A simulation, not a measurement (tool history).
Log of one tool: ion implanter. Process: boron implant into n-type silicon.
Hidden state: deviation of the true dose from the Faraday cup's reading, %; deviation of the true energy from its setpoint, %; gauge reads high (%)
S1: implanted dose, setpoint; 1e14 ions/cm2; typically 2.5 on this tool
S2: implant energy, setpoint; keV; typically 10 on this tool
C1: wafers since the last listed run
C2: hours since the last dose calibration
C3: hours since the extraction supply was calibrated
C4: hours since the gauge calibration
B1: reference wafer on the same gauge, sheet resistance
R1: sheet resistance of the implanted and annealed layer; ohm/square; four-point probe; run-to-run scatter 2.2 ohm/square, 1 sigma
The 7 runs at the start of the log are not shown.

run	hour	S1	S2	C1	C2	C3	C4	B1	R1
8	172.9	2.01	8	494	1385.3	4087.6	211.7	383.29	478.49
9	189.7	2.01	8	246	1402.1	4104.4	228.5	383.59	477.21
10	206.5	2.01	8	246	1418.9	4121.2	245.3	383.8	477.41
11	238.8	2.5	10	473	1451.2	4153.5	277.6	383.35	388.09
12	263	2.5	10	354	1475.4	4177.7	301.8	384.26	386.56
13	287	2.5	11.5	351	1499.4	4201.7	325.8	384.9	384.67
14	328.5	2.5	10	608	1540.9	4243.2	367.3	383.3	392.72
15	349	2.5	10	300	1561.4	4263.7	387.8	384.37	391.93
# hour 361.3: Faraday cup replaced and dose calibrated
16	380.7	2.5	10	347	19.4	4295.4	419.5	384.54	392.33
17	395.6	2.5	8	218	34.3	4310.3	434.4	384.16	400.93
18	416.4	2.5	10	304	55.1	4331.1	455.2	384.27	391.77
19	436.8	2.73	8.5	299	75.5	4351.5	475.6	383.9	372.94
20	449.2	2.5	10	181	87.9	4363.9	488	384.53	389.64
# hour 465.1: gauge calibrated
# hour 465.3: extraction supply calibrated
21	478.2	2.94	8.5	307	116.9	12.9	13.1	384.4	345.15
22	494.1	3.19	8	233	132.8	28.8	29	384.32	328.7
23	511.9	2.5	12	260	150.6	46.6	46.8	383.12	382
24	540.1	2.5	10	413	178.8	74.8	75	384.3	394.59
25	563.6	3.03	13	344	202.3	98.3	98.5	384.06	324.34
26	591.5	2.85	13.5	408	230.2	126.2	126.4	384.05	334.07
27	616	1.9	8.5	359	254.7	150.7	150.9	384.25	498.47
28	631.1	2.5	10	221	269.8	165.8	166	383.42	393.15
29	649.6	2.5	10	271	288.3	184.3	184.5	382.97	391.72
30	670.2	2.5	8.5	301	308.9	204.9	205.1	384.02	399.49
31	701.5	2.5	10	458	340.2	236.2	236.4	384.33	392.93
32	732.1	2.5	10	448	370.8	266.8	267	383.82	392.82

Here are 3 independent what-if runs from the current tool condition. What would each one return?
A	732.5	2.5	10	5	371.2	267.2	267.4	?	?
B	732.5	2.94	10	5	371.2	267.2	267.4	?	?
C	732.5	3.16	12	5	371.2	267.2	267.4	?	?

run	B1	R1
A	385.03	387.89
B	385.03	338.84
C	385.03	312.34
Without the tool's hidden state the same runs would have given:
run	R1
A	387.89
B	338.84
C	312.34
